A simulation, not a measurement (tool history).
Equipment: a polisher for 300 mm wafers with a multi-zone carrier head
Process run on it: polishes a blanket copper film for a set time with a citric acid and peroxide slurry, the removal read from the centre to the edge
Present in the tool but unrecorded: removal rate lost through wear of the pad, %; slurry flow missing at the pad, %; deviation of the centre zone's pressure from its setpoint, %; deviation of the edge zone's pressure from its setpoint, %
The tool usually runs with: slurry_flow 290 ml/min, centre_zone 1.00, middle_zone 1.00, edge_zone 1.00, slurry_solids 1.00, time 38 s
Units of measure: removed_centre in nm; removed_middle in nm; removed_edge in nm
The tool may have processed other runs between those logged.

run   hour  slurry_flow  centre_zone  middle_zone  edge_zone  slurry_solids  time  wafers since the last listed run  wafers polished on this pad  hours since the slurry nozzle was cleaned  hours since the centre zone pressure was calibrated  hours since the edge zone pressure was calibrated  hours since the carrier head's membrane was replaced  incoming thickness of the incoming film, nm  removed_centre  removed_middle  removed_edge
  1    0.0          290         1.00         1.00       1.00           1.00    38                                 0                         2097                                      419.0                                                236.7                                              112.2                                                 208.9                                       1098.2            94.4            91.9          90.2
  2   60.2          225         0.94         1.05       1.12           1.00    38                               666                         2763                                      479.2                                                296.9                                              172.4                                                 269.1                                       1084.9            85.4            93.8          94.6
  3  130.7          290         1.00         1.00       1.00           1.00    38                               779                         3543                                      549.7                                                367.4                                              242.9                                                 339.6                                       1069.2            93.9            91.8          89.9
  4  195.3          290         1.00         1.00       1.00           1.00    38                               714                         4257                                      614.3                                                432.0                                              307.5                                                 404.2                                       1107.8            93.2            92.2          91.1
     223.9  -- worn pad replaced by a new one
     230.9  -- centre zone pressure recalibrated
  5  259.8          290         1.00         1.00       1.00           1.00    38                               647                          374                                      678.8                                                 28.9                                              372.0                                                 468.7                                       1108.6            99.4            95.9          96.7
  6  305.1          200         1.00         1.00       1.00           1.30    38                               501                          875                                      724.1                                                 74.2                                              417.3                                                 514.0                                       1097.5            99.4            98.9          95.8
     307.1  -- slurry nozzle cleaned
  7  362.5          290         1.00         1.00       1.00           1.00    38                               623                         1499                                       55.4                                                131.6                                              474.7                                                 571.4                                       1091.7            95.5            97.0          93.0
  8  394.7          290         1.00         1.00       1.00           1.00    38                               356                         1856                                       87.6                                                163.8                                              506.9                                                 603.6                                       1090.2            96.1            96.5          90.9
     440.7  -- edge zone pressure recalibrated
  9  453.1          325         1.00         1.07       0.96           1.00    38                               623                         2480                                      146.0                                                222.2                                               12.4                                                 662.0                                       1107.1            98.2            97.9          89.6
 10  478.0          235         1.05         1.00       1.00           1.20    47                               275                         2755                                      170.9                                                247.1                                               37.3                                                 686.9                                       1078.5           126.2           119.0         114.8
 11  514.6          320         1.09         1.00       1.00           0.90    34                               404                         3160                                      207.5                                                283.7                                               73.9                                                 723.5                                       1096.4            90.3            83.9          80.6
 12  561.4          290         1.00         0.92       1.00           1.00    38                               517                         3678                                      254.3                                                330.5                                              120.7                                                 770.3                                       1098.6            92.9            87.6          89.8
     621.9  -- centre zone pressure recalibrated
 13  631.1          320         1.00         0.95       1.00           1.15    38                               748                         4427                                      324.0                                                  9.2                                              190.4                                                 840.0                                       1076.9            97.5            93.1          94.8
     662.1  -- worn pad replaced by a new one
 14  673.0          290         1.00         1.00       1.11           1.00    38                               419                          120                                      365.9                                                 51.1                                              232.3                                                 881.9                                       1095.7           100.0            98.0         101.0
 15  721.7          290         1.08         1.00       1.00           1.00    38                               538                          658                                      414.6                                                 99.8                                              281.0                                                 930.6                                       1084.8           106.3            95.2          93.1
 16  783.5          290         1.00         1.00       1.00           1.00    45                               683                         1342                                      476.4                                                161.6                                              342.8                                                 992.4                                       1103.7           111.3           110.4         109.9
 17  838.0          260         1.00         1.00       1.00           1.00    38                               602                         1945                                      530.9                                                216.1                                              397.3                                                1046.9                                       1067.2            94.1            94.4          90.0
 18  889.0          290         1.08         1.00       1.00           1.00    38                               564                         2509                                      581.9                                                267.1                                              448.3                                                1097.9                                       1089.8           101.8            93.0          91.4
 19  925.8          290         1.00         0.88       1.00           1.25    38                               407                         2917                                      618.7                                                303.9                                              485.1                                                1134.7                                       1083.2           100.9            87.7          94.8
     929.8  -- edge zone pressure recalibrated
     943.9  -- carrier head's membrane replaced by a new one
 20  957.5          345         1.00         1.00       1.00           1.00    38                               273                         3190                                      650.4                                                335.6                                               27.7                                                  13.6                                       1094.5            95.9            94.4          91.3
 21  983.2          290         1.00         1.00       1.10           1.00    38                               284                         3474                                      676.1                                                361.3                                               53.4                                                  39.3                                       1097.0            91.7            92.1          96.3

Forecast each of these 4 alternatives for the next run:
  A  983.6          290         1.00         1.00       1.00           1.00    38                                 4                         3479                                      676.5                                                361.7                                               53.8                                                  39.7                                       1092.5               ?               ?             ?
  B  983.6          290         1.00         1.00       1.00           1.00    26                                 4                         3479                                      676.5                                                361.7                                               53.8                                                  39.7                                       1092.5               ?               ?             ?
  C  983.6          290         1.00         1.11       1.03           0.85    38                                 4                         3479                                      676.5                                                361.7                                               53.8                                                  39.7                                       1092.5               ?               ?             ?
  D  983.6          375         1.00         1.00       1.00           0.85    38                                 4                         3479                                      676.5                                                361.7                                               53.8                                                  39.7                                       1092.5               ?               ?             ?

run  removed_centre  removed_middle  removed_edge
  A            95.3            95.2          90.0
  B            65.2            65.1          61.6
  C            92.2           100.6          88.2
  D            94.2            93.9          88.4
Without the tool's hidden state the same runs would have given:
run  removed_centre  removed_middle  removed_edge
  A           101.3           101.2          95.7
  B            69.3            69.2          65.5
  C            98.0           106.9          93.7
  D           100.1            99.8          93.9
